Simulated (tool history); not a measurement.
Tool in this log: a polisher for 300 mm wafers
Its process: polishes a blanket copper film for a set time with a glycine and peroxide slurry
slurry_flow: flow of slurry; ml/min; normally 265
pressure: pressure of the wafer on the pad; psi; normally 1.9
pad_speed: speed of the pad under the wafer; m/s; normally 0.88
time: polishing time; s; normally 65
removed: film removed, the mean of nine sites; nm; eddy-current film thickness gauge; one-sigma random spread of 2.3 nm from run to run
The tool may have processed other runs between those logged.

run   hour  slurry_flow  pressure  pad_speed  time  incoming thickness of the incoming film, nm  removed
  1    0.0          265       1.9       0.88    65                                       1571.8    258.2
  2   10.3          265       1.9       0.88    65                                       1576.3    255.7
  3   23.0          265       1.9       0.88    65                                       1607.1    257.0
  4   33.2          265       1.9       0.88    65                                       1571.8    257.1
  5   46.8          265       1.9       0.88    65                                       1579.1    253.5
      53.3  -- worn pad replaced by a new one
  6   61.2          265       1.9       0.96    65                                       1563.9    272.6
  7   79.0          265       1.9       0.88    65                                       1596.3    255.6
  8   91.7          265       1.9       0.88    65                                       1559.2    254.2
  9  142.2          265       1.9       0.88    65                                       1575.4    255.9
     148.0  -- worn pad replaced by a new one
 10  154.0          265       1.9       0.88    65                                       1586.3    253.0
     162.6  -- slurry nozzle cleaned
 11  167.2          265       1.9       0.98    65                                       1578.3    261.1
 12  214.6          265       1.9       0.98    65                                       1559.9    264.1
 13  229.2          265       1.9       0.98    65                                       1554.5    262.7
 14  237.7          265       1.9       0.88    65                                       1551.5    241.7
     244.0  -- worn pad replaced by a new one
 15  251.5          265       1.9       0.88    65                                       1551.0    242.6
 16  259.0          265       1.9       1.08    65                                       1586.0    286.5
 17  274.8          220       1.9       0.88    65                                       1594.5    234.9
     280.4  -- slurry nozzle cleaned, repeated, since the last time left the tool worse
 18  320.8          265       1.9       0.88    65                                       1586.9    263.3
     328.6  -- worn pad replaced by a new one
 19  334.6          185       1.9       0.74    65                                       1560.6    225.1
 20  342.9          350       1.9       0.88    57                                       1615.0    235.9
     353.5  -- head pressure recalibrated
 21  354.0          265       1.9       0.88    65                                       1563.4    261.1
 22  364.2          265       1.9       0.88    58                                       1598.6    233.2
 23  373.7          265       1.9       1.12    65                                       1565.9    318.8
 24  380.6          200       2.3       0.88    84                                       1579.1    382.1
 25  404.7          265       1.9       0.88    65                                       1578.8    261.2
 26  411.4          265       1.9       0.88    65                                       1568.8    262.6
 27  419.5          225       2.5       0.70    53                                       1557.8    217.0
     428.4  -- worn pad replaced by a new one
 28  437.1          180       1.3       0.62    65                                       1585.8    156.5
 29  445.5          265       2.5       1.06    85                                       1570.7    489.2
 30  458.5          265       1.9       0.88    65                                       1581.7    264.8
 31  473.5          265       2.2       0.88    65                                       1582.7    291.1
 32  483.9          265       1.9       1.14    65                                       1554.3    326.0

Each row is a separate what-if for the run after 32, all from the same tool condition, not one after another. Results?
  A  484.3          265       1.9       0.88    65                                       1600.2        ?
  B  484.3          265       1.9       1.18    65                                       1600.2        ?
  C  484.3          195       1.9       0.88    45                                       1600.2        ?

run  removed
  A    262.1
  B    328.0
  C    175.9
Had the tool no hidden state, the same runs would have come out as:
run  removed
  A    262.9
  B    329.1
  C    176.6
